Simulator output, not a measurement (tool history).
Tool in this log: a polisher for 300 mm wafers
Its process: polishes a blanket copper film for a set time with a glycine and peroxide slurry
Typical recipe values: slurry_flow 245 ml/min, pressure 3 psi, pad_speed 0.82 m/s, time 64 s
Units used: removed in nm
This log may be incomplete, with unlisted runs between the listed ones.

| run | hour | slurry_flow | pressure | pad_speed | time | incoming thickness of the incoming film, nm | removed |
|---|---|---|---|---|---|---|---|
| 1 | 0 | 245 | 3 | 0.82 | 64 | 1450.1 | 238.9 |
| 2 | 76.6 | 245 | 3 | 0.82 | 64 | 1441.9 | 236.2 |
| 3 | 122.5 | 245 | 3 | 0.82 | 64 | 1429.8 | 229.1 |
|  | 130.4 | slurry nozzle cleaned |
|  | 152.9 | worn pad replaced by a new one |
| 4 | 192.7 | 245 | 3 | 0.82 | 64 | 1419.3 | 281.9 |
| 5 | 247.7 | 245 | 3 | 0.82 | 64 | 1435.6 | 264.4 |
| 6 | 303.6 | 245 | 3 | 0.82 | 64 | 1466 | 253.9 |
| 7 | 381.7 | 245 | 3 | 0.82 | 64 | 1418.6 | 248.5 |
|  | 424.9 | worn pad replaced by a new one |
| 8 | 446.3 | 245 | 3 | 0.92 | 64 | 1467.6 | 299 |
| 9 | 546.2 | 245 | 3 | 0.92 | 64 | 1471.5 | 271.2 |
| 10 | 606.1 | 245 | 3 | 0.64 | 51 | 1418.2 | 159.8 |
|  | 660.5 | head pressure recalibrated |
| 11 | 668.2 | 245 | 3 | 0.82 | 64 | 1415.7 | 240.3 |
|  | 706.4 | worn pad replaced by a new one |
| 12 | 771.8 | 275 | 3 | 0.82 | 55 | 1429.5 | 219.2 |
| 13 | 835.3 | 245 | 3 | 0.82 | 64 | 1416.1 | 239.9 |
|  | 845.8 | slurry nozzle cleaned |
| 14 | 911.8 | 245 | 3 | 1.08 | 64 | 1437.1 | 324.2 |
|  | 954 | worn pad replaced by a new one |
| 15 | 1010.7 | 285 | 2.5 | 1.04 | 64 | 1431.7 | 295.4 |
| 16 | 1081.8 | 245 | 2.7 | 0.6 | 64 | 1432.8 | 188 |
|  | 1206.3 | worn pad replaced by a new one |
| 17 | 1270.5 | 245 | 3 | 0.82 | 64 | 1428.6 | 258.8 |
| 18 | 1331.7 | 245 | 3.5 | 0.58 | 83 | 1442.7 | 270.6 |
| 19 | 1405.9 | 245 | 3 | 0.82 | 64 | 1441.7 | 245.6 |

A few steps of removed between consecutive runs. Split each: what settings, incoming material and random variation would produce without the hidden state, and what is left over for the hidden state, along with gauge scatter present in only one of the two compared results (measured, and without hidden state):
Hidden conditions of the tool in this case: removal rate lost through wear of the pad, %; slurry flow missing at the pad, %; deviation of the head's pressure from its setpoint, %.
Run 3 -> 4: slurry nozzle cleaned, worn pad replaced by a new one. removed +52.8 nm: hidden state +45.6, all else +7.2.
Run 9 -> 10: pad_speed 0.92 -> 0.64, time 64 -> 51. removed -111.4 nm: hidden state +19.2, all else -130.6.

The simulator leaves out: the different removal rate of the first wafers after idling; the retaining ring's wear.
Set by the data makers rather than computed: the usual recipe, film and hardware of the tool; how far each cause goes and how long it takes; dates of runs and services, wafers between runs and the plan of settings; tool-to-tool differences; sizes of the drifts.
